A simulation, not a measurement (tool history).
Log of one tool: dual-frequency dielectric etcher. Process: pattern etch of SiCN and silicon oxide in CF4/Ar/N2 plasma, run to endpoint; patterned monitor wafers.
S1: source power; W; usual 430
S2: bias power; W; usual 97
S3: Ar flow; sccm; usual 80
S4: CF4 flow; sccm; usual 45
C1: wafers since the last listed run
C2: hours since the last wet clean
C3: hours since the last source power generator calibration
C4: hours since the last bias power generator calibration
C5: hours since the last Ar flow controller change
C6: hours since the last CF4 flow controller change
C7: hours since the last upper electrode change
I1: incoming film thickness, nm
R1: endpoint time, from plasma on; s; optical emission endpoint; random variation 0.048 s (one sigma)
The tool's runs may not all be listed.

Run 1, hour 0.0: usual settings; C1 0; C2 0.5; C3 12.3; C4 2411.4; C5 13.1; C6 2863.6; C7 1971.1; I1 13.52. Result: R1 16.1 s.
Run 2, hour 1.4: usual settings; C1 31; C2 1.9; C3 13.7; C4 2412.8; C5 14.5; C6 2865.0; C7 1972.5; I1 13.58. Result: R1 16.2 s.
At hour 12.8: bias power generator calibrated.
Run 3, hour 14.0: usual settings but S3 99 sccm; C1 195; C2 14.5; C3 26.3; C4 1.2; C5 27.1; C6 2877.6; C7 1985.1; I1 13.53. Result: R1 16.4 s.
Run 4, hour 22.8: usual settings but S1 490 W, S3 68 sccm, S4 52 sccm; C1 200; C2 23.3; C3 35.1; C4 10.0; C5 35.9; C6 2886.4; C7 1993.9; I1 13.57. Result: R1 13.9 s.
Run 5, hour 38.7: usual settings but S1 330 W, S4 42 sccm; C1 362; C2 39.2; C3 51.0; C4 25.9; C5 51.8; C6 2902.3; C7 2009.8; I1 13.45. Result: R1 20.8 s.
Run 6, hour 50.9: usual settings; C1 277; C2 51.4; C3 63.2; C4 38.1; C5 64.0; C6 2914.5; C7 2022.0; I1 13.50. Result: R1 16.1 s.
Run 7, hour 62.6: usual settings but S1 520 W, S2 119 W, S4 35 sccm; C1 266; C2 63.1; C3 74.9; C4 49.8; C5 75.7; C6 2926.2; C7 2033.7; I1 13.52. Result: R1 12.5 s.
Run 8, hour 72.2: usual settings but S1 480 W, S2 109 W; C1 218; C2 72.7; C3 84.5; C4 59.4; C5 85.3; C6 2935.8; C7 2043.3; I1 13.59. Result: R1 13.7 s.
Run 9, hour 80.1: usual settings but S1 470 W; C1 179; C2 80.6; C3 92.4; C4 67.3; C5 93.2; C6 2943.7; C7 2051.2; I1 13.46. Result: R1 14.7 s.
Run 10, hour 93.1: usual settings but S1 360 W; C1 296; C2 93.6; C3 105.4; C4 80.3; C5 106.2; C6 2956.7; C7 2064.2; I1 13.55. Result: R1 18.9 s.
At hour 126.3: CF4 flow controller replaced.
At hour 127.9: upper electrode replaced.
Run 11, hour 128.4: usual settings; C1 632; C2 128.9; C3 140.7; C4 115.6; C5 141.5; C6 2.1; C7 0.5; I1 13.50. Result: R1 16.0 s.
Run 12, hour 128.7: usual settings but S1 400 W, S3 65 sccm; C1 6; C2 129.2; C3 141.0; C4 115.9; C5 141.8; C6 2.4; C7 0.8; I1 13.39. Result: R1 16.7 s.
Run 13, hour 131.4: usual settings; C1 61; C2 131.9; C3 143.7; C4 118.6; C5 144.5; C6 5.1; C7 3.5; I1 13.54. Result: R1 16.0 s.
Run 14, hour 167.7: usual settings but S1 400 W, S2 119 W, S3 62 sccm, S4 35 sccm; C1 827; C2 168.2; C3 180.0; C4 154.9; C5 180.8; C6 41.4; C7 39.8; I1 13.43. Result: R1 15.4 s.
Run 15, hour 178.0: usual settings; C1 234; C2 178.5; C3 190.3; C4 165.2; C5 191.1; C6 51.7; C7 50.1; I1 13.61. Result: R1 16.0 s.
Run 16, hour 193.1: usual settings but S3 97 sccm, S4 51 sccm; C1 344; C2 193.6; C3 205.4; C4 180.3; C5 206.2; C6 66.8; C7 65.2; I1 13.54. Result: R1 15.9 s.
Run 17, hour 199.5: usual settings but S1 480 W, S2 106 W; C1 145; C2 200.0; C3 211.8; C4 186.7; C5 212.6; C6 73.2; C7 71.6; I1 13.63. Result: R1 13.8 s.
Run 18, hour 215.1: usual settings but S3 93 sccm; C1 355; C2 215.6; C3 227.4; C4 202.3; C5 228.2; C6 88.8; C7 87.2; I1 13.57. Result: R1 16.2 s.
Run 19, hour 229.7: usual settings; C1 332; C2 230.2; C3 242.0; C4 216.9; C5 242.8; C6 103.4; C7 101.8; I1 13.55. Result: R1 15.9 s.
Run 20, hour 239.7: usual settings but S1 330 W, S3 87 sccm; C1 227; C2 240.2; C3 252.0; C4 226.9; C5 252.8; C6 113.4; C7 111.8; I1 13.52. Result: R1 20.7 s.
Run 21, hour 252.4: usual settings but S1 460 W; C1 289; C2 252.9; C3 264.7; C4 239.6; C5 265.5; C6 126.1; C7 124.5; I1 13.56. Result: R1 14.9 s.
Run 22, hour 264.2: usual settings; C1 268; C2 264.7; C3 276.5; C4 251.4; C5 277.3; C6 137.9; C7 136.3; I1 13.39. Result: R1 15.8 s.
Run 23, hour 270.6: usual settings but S1 340 W, S2 116 W; C1 145; C2 271.1; C3 282.9; C4 257.8; C5 283.7; C6 144.3; C7 142.7; I1 13.60. Result: R1 17.9 s.
Run 24, hour 281.9: usual settings but S4 48 sccm; C1 257; C2 282.4; C3 294.2; C4 269.1; C5 295.0; C6 155.6; C7 154.0; I1 13.65. Result: R1 15.7 s.
Run 25, hour 292.2: usual settings but S2 118 W, S4 42 sccm; C1 234; C2 292.7; C3 304.5; C4 279.4; C5 305.3; C6 165.9; C7 164.3; I1 13.43. Result: R1 14.3 s.

Forecast each of these 3 alternatives for the next run:
Run A, hour 292.6: usual settings; C1 9; C2 293.1; C3 304.9; C4 279.8; C5 305.7; C6 166.3; C7 164.7; I1 13.35. Result: R1 ?.
Run B, hour 292.6: usual settings but S1 470 W, S2 104 W, S3 90 sccm, S4 51 sccm; C1 9; C2 293.1; C3 304.9; C4 279.8; C5 305.7; C6 166.3; C7 164.7; I1 13.35. Result: R1 ?.
Run C, hour 292.6: usual settings but S2 90 W; C1 9; C2 293.1; C3 304.9; C4 279.8; C5 305.7; C6 166.3; C7 164.7; I1 13.35. Result: R1 ?.

run    R1
  A  15.6
  B  13.7
  C  16.3
Without the tool's hidden state the same runs would have given:
run    R1
  A  15.9
  B  13.9
  C  16.6

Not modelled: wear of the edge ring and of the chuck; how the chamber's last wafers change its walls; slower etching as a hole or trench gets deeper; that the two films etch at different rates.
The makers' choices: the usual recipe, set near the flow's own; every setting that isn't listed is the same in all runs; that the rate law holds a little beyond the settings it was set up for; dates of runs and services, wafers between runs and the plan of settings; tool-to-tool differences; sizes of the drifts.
